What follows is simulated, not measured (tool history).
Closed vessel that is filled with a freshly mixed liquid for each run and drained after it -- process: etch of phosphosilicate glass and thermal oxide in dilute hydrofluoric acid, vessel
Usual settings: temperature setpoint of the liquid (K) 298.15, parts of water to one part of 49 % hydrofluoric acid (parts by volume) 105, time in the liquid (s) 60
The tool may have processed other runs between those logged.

run   hour  temperature setpoint of the liquid (K)  parts of water to one part of 49 % hydrofluoric acid (parts by volume)  time in the liquid (s)  read-back film thickness of the phosphosilicate glass reference wafer, read on the same gauge (nm)  read-back film thickness of the thermal oxide reference wafer, read on the same gauge (nm)  thickness taken off the phosphosilicate glass on a monitor wafer (angstrom)  thickness taken off the thermal oxide on a monitor wafer (angstrom)
  1      0                                  298.15                                                                     105                      60                                                                                              140.01                                                                                      89.978                                                                        638.3                                                                25.81
  2   59.6                                  298.15                                                                     130                      60                                                                                              140.02                                                                                       89.95                                                                        494.8                                                                20.14
  3  129.6                                  298.15                                                                     130                      60                                                                                              140.01                                                                                       90.04                                                                        498.6                                                                20.26
  4  212.8                                  298.15                                                                     105                      60                                                                                              139.99                                                                                      90.013                                                                        633.4                                                                25.64
  5  265.4                                  298.15                                                                     105                      60                                                                                              139.99                                                                                      90.007                                                                        623.9                                                                25.43
       324  -- thermometer replaced
  6  355.4                                  298.15                                                                     105                      60                                                                                                 140                                                                                      89.958                                                                          640                                                                25.47
  7  392.7                                  298.15                                                                     105                      60                                                                                              139.99                                                                                      89.966                                                                        636.3                                                                25.74
     641.3  -- hydrofluoric acid flow meter replaced
  8  686.5                                  298.15                                                                     105                      60                                                                                              139.99                                                                                      90.022                                                                        631.7                                                                25.49
  9  728.3                                  298.15                                                                     105                      60                                                                                              139.99                                                                                      89.992                                                                        631.4                                                                25.92
 10  775.1                                  298.15                                                                     105                      60                                                                                                 140                                                                                      90.005                                                                          628                                                                26.19
 11  818.5                                  296.15                                                                     105                      60                                                                                              139.99                                                                                      89.963                                                                        583.1                                                                23.49
 12  879.6                                  298.15                                                                     105                      60                                                                                                 140                                                                                      89.983                                                                        636.7                                                                25.45
     883.7  -- thermometer replaced
 13  961.9                                  298.15                                                                     105                      60                                                                                              139.99                                                                                      90.011                                                                        626.5                                                                25.51

What will run 14 give?
 14  1056.2                                  298.15                                                                     105                      60                                                                                                   ?                                                                                           ?                                                                            ?                                                                    ?

read-back film thickness of the phosphosilicate glass reference wafer, read on the same gauge (nm): 140.01
read-back film thickness of the thermal oxide reference wafer, read on the same gauge (nm): 90.053
thickness taken off the phosphosilicate glass on a monitor wafer (angstrom): 631.2
thickness taken off the thermal oxide on a monitor wafer (angstrom): 25.85
Take away the tool's hidden state, keep the run-to-run variation as it was, and the same run would have given thickness taken off the phosphosilicate glass on a monitor wafer (angstrom) 631.2, thickness taken off the thermal oxide on a monitor wafer (angstrom) 25.85.

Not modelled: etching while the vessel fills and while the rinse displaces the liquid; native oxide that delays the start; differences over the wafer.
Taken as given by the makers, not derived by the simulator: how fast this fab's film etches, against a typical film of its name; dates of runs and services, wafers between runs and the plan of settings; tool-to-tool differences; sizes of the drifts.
